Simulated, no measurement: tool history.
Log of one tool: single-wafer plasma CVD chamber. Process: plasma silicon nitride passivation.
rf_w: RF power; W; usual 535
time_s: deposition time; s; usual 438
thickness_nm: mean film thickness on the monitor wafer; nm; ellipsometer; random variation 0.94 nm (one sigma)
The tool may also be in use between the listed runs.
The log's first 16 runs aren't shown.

run	hour	rf_w	time_s	wafers since the last listed run	hours since the last RF generator calibration	hours since the showerhead was replaced	hours since the gauge calibration	read-back reference wafer on the same gauge, thickness_nm	thickness_nm
17	229.5	470	402	32	2017.7	5129.2	599.8	653.95	547.579
# hour 233.6: gauge calibrated
18	244.4	470	402	50	2032.6	5144.1	10.8	654.119	546.335
19	266.9	470	402	75	2055.1	5166.6	33.3	654.002	544.752
# hour 282.2: RF generator calibrated
20	282.7	535	438	26	0.5	5182.4	49.1	654.045	626.622
21	294.4	535	493	39	12.2	5194.1	60.8	653.999	703.323
22	304.8	505	502	35	22.6	5204.5	71.2	654.076	709.206
23	322.7	610	438	60	40.5	5222.4	89.1	653.985	647.055
24	330.2	475	521	25	48	5229.9	96.6	654.216	720.85
25	340.7	590	524	35	58.5	5240.4	107.1	654.082	765.699
26	356.2	470	402	52	74	5255.9	122.6	653.977	557.487
27	365.3	535	353	30	83.1	5265	131.7	654.062	504.803
28	376.6	535	438	38	94.4	5276.3	143	653.882	625.489
# hour 410.9: showerhead replaced
29	411.4	435	476	90	129.2	0.5	177.8	654.02	647.101
30	418.3	535	438	23	136.1	7.4	184.7	653.987	624.597
31	430.9	470	476	42	148.7	20	197.3	653.977	658.417
32	438.4	565	385	25	156.2	27.5	204.8	653.966	557.612
33	452.5	485	502	47	170.3	41.6	218.9	654.028	699.944
34	460.4	535	438	26	178.2	49.5	226.8	653.932	626.883
35	476.9	535	438	55	194.7	66	243.3	653.886	624.735
36	485.8	455	504	29	203.6	74.9	252.2	654.016	692.051
37	499.6	535	438	46	217.4	88.7	266	653.777	624.044
38	505.8	535	469	20	223.6	94.9	272.2	654.071	671.045
39	513.1	535	383	24	230.9	102.2	279.5	653.998	546.494
40	548.5	445	438	119	266.3	137.6	314.9	653.887	597.022

5 ways to go on from here, each from the tool as it stands after run 40. What would each give?
A	549	575	438	1	266.8	138.1	315.4	?	?
B	549	535	355	1	266.8	138.1	315.4	?	?
C	549	620	514	1	266.8	138.1	315.4	?	?
D	549	450	485	1	266.8	138.1	315.4	?	?
E	549	480	384	1	266.8	138.1	315.4	?	?

run	read-back reference wafer on the same gauge, thickness_nm	thickness_nm
A	653.936	636.54
B	653.936	506.964
C	653.936	760.972
D	653.936	664.8
E	653.936	534.372
Without the tool's hidden state the same runs would have given:
run	thickness_nm
A	639.193
B	509.077
C	764.144
D	667.571
E	536.599
